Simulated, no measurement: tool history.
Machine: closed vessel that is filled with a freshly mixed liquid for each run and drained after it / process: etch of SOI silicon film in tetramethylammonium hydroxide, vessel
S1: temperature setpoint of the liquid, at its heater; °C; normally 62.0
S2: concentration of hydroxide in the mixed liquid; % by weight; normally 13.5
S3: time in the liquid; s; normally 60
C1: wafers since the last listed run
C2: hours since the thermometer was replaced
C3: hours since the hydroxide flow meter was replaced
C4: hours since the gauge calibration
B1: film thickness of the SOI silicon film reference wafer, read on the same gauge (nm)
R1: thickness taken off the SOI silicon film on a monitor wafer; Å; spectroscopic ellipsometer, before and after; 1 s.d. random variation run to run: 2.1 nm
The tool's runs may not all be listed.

| run | hour | S1 | S2 | S3 | C1 | C2 | C3 | C4 | B1 | R1 |
|---|---|---|---|---|---|---|---|---|---|---|
| 1 | 0.0 | 62.0 | 13.5 | 60 | 0 | 640.0 | 1097.4 | 494.3 | 120.01 | 1973.9 |
| 2 | 16.5 | 62.0 | 13.5 | 60 | 1523 | 656.5 | 1113.9 | 510.8 | 120.01 | 1956.7 |
| 3 | 22.9 | 62.0 | 13.5 | 60 | 590 | 662.9 | 1120.3 | 517.2 | 120.01 | 2001.0 |
| 4 | 30.4 | 62.0 | 13.5 | 60 | 692 | 670.4 | 1127.8 | 524.7 | 119.98 | 1975.5 |
| 5 | 44.8 | 62.0 | 13.5 | 60 | 1329 | 684.8 | 1142.2 | 539.1 | 120.02 | 1934.4 |
| 6 | 60.4 | 62.0 | 10.5 | 60 | 1440 | 700.4 | 1157.8 | 554.7 | 120.01 | 2151.7 |
| 7 | 66.5 | 62.0 | 10.5 | 60 | 563 | 706.5 | 1163.9 | 560.8 | 120.02 | 2154.0 |
| 8 | 80.8 | 62.0 | 13.5 | 60 | 1320 | 720.8 | 1178.2 | 575.1 | 120.00 | 1912.5 |
| 9 | 94.0 | 62.0 | 13.5 | 60 | 1218 | 734.0 | 1191.4 | 588.3 | 120.01 | 1912.1 |
| 10 | 104.0 | 62.0 | 13.5 | 60 | 923 | 744.0 | 1201.4 | 598.3 | 119.98 | 1946.6 |
| 11 | 112.1 | 62.0 | 13.5 | 60 | 747 | 752.1 | 1209.5 | 606.4 | 119.99 | 1963.9 |
| 12 | 159.7 | 62.0 | 13.5 | 60 | 4395 | 799.7 | 1257.1 | 654.0 | 119.99 | 1909.9 |
| 13 | 173.7 | 62.0 | 11.5 | 60 | 1292 | 813.7 | 1271.1 | 668.0 | 120.00 | 2072.1 |
| 14 | 191.0 | 62.0 | 11.5 | 60 | 1597 | 831.0 | 1288.4 | 685.3 | 120.00 | 2098.9 |
|  | 199.0 | hydroxide flow meter replaced |
| 15 | 202.6 | 66.0 | 15.0 | 45 | 978 | 842.6 | 3.6 | 696.9 | 120.01 | 1776.8 |
| 16 | 215.9 | 65.5 | 11.0 | 50 | 1228 | 855.9 | 16.9 | 710.2 | 120.00 | 2161.6 |
| 17 | 225.2 | 62.0 | 12.0 | 75 | 858 | 865.2 | 26.2 | 719.5 | 120.00 | 2532.5 |
| 18 | 241.5 | 62.0 | 16.5 | 60 | 1505 | 881.5 | 42.5 | 735.8 | 120.00 | 1742.8 |
| 19 | 252.9 | 62.0 | 13.5 | 60 | 1052 | 892.9 | 53.9 | 747.2 | 119.99 | 1906.8 |
|  | 261.6 | gauge calibrated |
| 20 | 290.9 | 68.5 | 13.5 | 60 | 3508 | 930.9 | 91.9 | 29.3 | 120.00 | 2796.3 |
| 21 | 300.9 | 62.0 | 11.0 | 60 | 923 | 940.9 | 101.9 | 39.3 | 119.99 | 2072.1 |
| 22 | 313.5 | 57.5 | 14.5 | 30 | 1163 | 953.5 | 114.5 | 51.9 | 119.97 | 682.9 |
| 23 | 327.1 | 62.0 | 12.5 | 60 | 1255 | 967.1 | 128.1 | 65.5 | 119.99 | 1908.8 |
| 24 | 339.2 | 70.0 | 15.0 | 75 | 1117 | 979.2 | 140.2 | 77.6 | 119.98 | 3652.4 |
|  | 347.4 | thermometer replaced |
| 25 | 348.3 | 62.0 | 13.5 | 50 | 747 | 0.9 | 149.3 | 86.7 | 120.01 | 1851.8 |
| 26 | 366.0 | 67.5 | 11.5 | 95 | 1634 | 18.6 | 167.0 | 104.4 | 119.99 | 5196.7 |
| 27 | 373.3 | 55.5 | 11.5 | 60 | 674 | 25.9 | 174.3 | 111.7 | 119.98 | 1576.3 |
| 28 | 394.8 | 62.0 | 13.5 | 60 | 1985 | 47.4 | 195.8 | 133.2 | 119.98 | 2222.5 |
| 29 | 412.8 | 62.0 | 12.5 | 35 | 1662 | 65.4 | 213.8 | 151.2 | 120.01 | 1331.0 |
| 30 | 428.5 | 62.0 | 13.5 | 60 | 1449 | 81.1 | 229.5 | 166.9 | 120.01 | 2160.5 |
| 31 | 443.5 | 62.0 | 13.5 | 60 | 1385 | 96.1 | 244.5 | 181.9 | 120.00 | 2177.8 |
| 32 | 459.8 | 66.0 | 17.0 | 75 | 1505 | 112.4 | 260.8 | 198.2 | 120.01 | 3157.2 |
| 33 | 471.3 | 62.0 | 13.5 | 60 | 1061 | 123.9 | 272.3 | 209.7 | 119.98 | 2175.5 |
| 34 | 479.2 | 62.0 | 13.5 | 60 | 729 | 131.8 | 280.2 | 217.6 | 119.99 | 2151.3 |
| 35 | 490.0 | 64.5 | 11.0 | 60 | 997 | 142.6 | 291.0 | 228.4 | 120.00 | 2724.1 |

The logged runs with the hidden state left out (each run's random variation unchanged):
What the log doesn't record here: liquid colder than its thermometer reads (K); hydroxide flow above the setpoint (%); gauge reads high (%).
| run | R1 |
|---|---|
| 1 | 2216.1 |
| 2 | 2200.9 |
| 3 | 2253.5 |
| 4 | 2227.6 |
| 5 | 2185.3 |
| 6 | 2435.3 |
| 7 | 2439.4 |
| 8 | 2170.1 |
| 9 | 2173.7 |
| 10 | 2215.7 |
| 11 | 2238.2 |
| 12 | 2191.8 |
| 13 | 2382.4 |
| 14 | 2417.7 |
| 15 | 2043.3 |
| 16 | 2491.4 |
| 17 | 2931.9 |
| 18 | 2021.4 |
| 19 | 2215.8 |
| 20 | 3246.1 |
| 21 | 2423.1 |
| 22 | 804.3 |
| 23 | 2240.6 |
| 24 | 4259.6 |
| 25 | 1854.1 |
| 26 | 5215.3 |
| 27 | 1584.4 |
| 28 | 2240.4 |
| 29 | 1344.2 |
| 30 | 2187.3 |
| 31 | 2208.8 |
| 32 | 3208.9 |
| 33 | 2214.7 |
| 34 | 2192.8 |
| 35 | 2779.2 |
